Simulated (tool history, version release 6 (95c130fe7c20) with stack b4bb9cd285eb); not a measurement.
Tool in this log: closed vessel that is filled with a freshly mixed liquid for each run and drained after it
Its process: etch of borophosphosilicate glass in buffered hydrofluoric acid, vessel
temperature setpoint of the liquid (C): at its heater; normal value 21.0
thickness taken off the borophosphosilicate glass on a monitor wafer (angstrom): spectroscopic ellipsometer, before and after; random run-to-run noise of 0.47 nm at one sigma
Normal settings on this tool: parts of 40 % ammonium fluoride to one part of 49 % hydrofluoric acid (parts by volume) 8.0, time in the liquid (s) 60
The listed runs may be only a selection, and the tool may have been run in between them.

run	hour	temperature setpoint of the liquid (C)	parts of 40 % ammonium fluoride to one part of 49 % hydrofluoric acid (parts by volume)	time in the liquid (s)	wafers since the last listed run	hours since the thermometer was replaced	hours since the hydrofluoric acid flow meter was replaced	hours since the gauge calibration	read-back film thickness of the borophosphosilicate glass reference wafer, read on the same gauge (nm)	thickness taken off the borophosphosilicate glass on a monitor wafer (angstrom)
1	0.0	24.0	8.0	60	0	2243.8	559.2	1833.0	130.01	1301.9
2	56.3	21.0	8.0	60	4152	2300.1	615.5	1889.3	130.00	1097.4
3	102.7	21.0	8.0	60	3421	2346.5	661.9	1935.7	130.02	1107.3
4	143.3	21.0	8.0	60	2994	2387.1	702.5	1976.3	130.01	1098.7
5	192.9	21.0	8.0	60	3657	2436.7	752.1	2025.9	130.03	1107.7
6	275.0	21.0	8.0	60	6054	2518.8	834.2	2108.0	129.99	1101.9
7	329.3	21.0	8.0	60	4004	2573.1	888.5	2162.3	130.00	1104.5
# hour 465.5: thermometer replaced
# hour 469.3: gauge calibrated
8	605.6	21.0	8.0	60	20303	140.1	1164.8	136.3	129.99	1102.7
9	755.8	21.0	8.0	60	11077	290.3	1315.0	286.5	129.99	1092.7
10	806.8	19.0	9.5	60	3761	341.3	1366.0	337.5	130.00	840.5
11	890.2	21.0	8.0	60	6150	424.7	1449.4	420.9	129.99	1099.6
12	947.0	21.0	8.0	60	4188	481.5	1506.2	477.7	129.98	1099.6
13	1010.3	21.0	8.0	60	4668	544.8	1569.5	541.0	129.99	1104.2
14	1087.7	23.0	5.5	50	5708	622.2	1646.9	618.4	130.01	1457.8
15	1314.9	21.0	8.0	60	16755	849.4	1874.1	845.6	130.01	1100.9
# hour 1378.5: hydrofluoric acid flow meter replaced
16	1418.6	21.0	7.0	60	7574	953.1	40.1	949.3	129.99	1281.3
17	1468.9	22.5	10.5	30	3709	1003.4	90.4	999.6	130.02	466.9
18	1567.3	22.5	5.5	75	7256	1101.8	188.8	1098.0	130.01	2141.8
19	1631.7	17.0	8.0	60	4749	1166.2	253.2	1162.4	130.00	885.3
20	1672.6	17.0	9.0	60	3016	1207.1	294.1	1203.3	130.01	774.7
21	1713.2	24.5	5.5	30	2994	1247.7	334.7	1243.9	130.00	958.8
22	1750.8	21.0	8.0	60	2772	1285.3	372.3	1281.5	129.98	1104.2
23	1837.1	21.0	8.0	60	6364	1371.6	458.6	1367.8	129.99	1104.5
24	1923.8	18.5	9.5	35	6394	1458.3	545.3	1454.5	129.99	476.0
25	2023.9	17.0	6.5	45	7382	1558.4	645.4	1554.6	129.98	823.0
26	2063.2	21.0	8.0	60	2898	1597.7	684.7	1593.9	130.01	1096.5
27	2152.3	17.5	8.0	60	6571	1686.8	773.8	1683.0	130.01	907.1
28	2218.0	23.0	8.0	60	4845	1752.5	839.5	1748.7	129.97	1231.0
29	2291.3	21.0	8.0	60	5405	1825.8	912.8	1822.0	130.00	1096.3
30	2329.9	19.5	9.0	80	2846	1864.4	951.4	1860.6	129.99	1196.4
31	2416.4	24.5	7.0	85	6379	1950.9	1037.9	1947.1	130.01	2181.6

The tool's hidden state at each run:
liquid colder than its thermometer reads (K): 0 at every run
hydrofluoric acid flow below the setpoint (%): 0 at every run
gauge reads high (%): 0 at every run
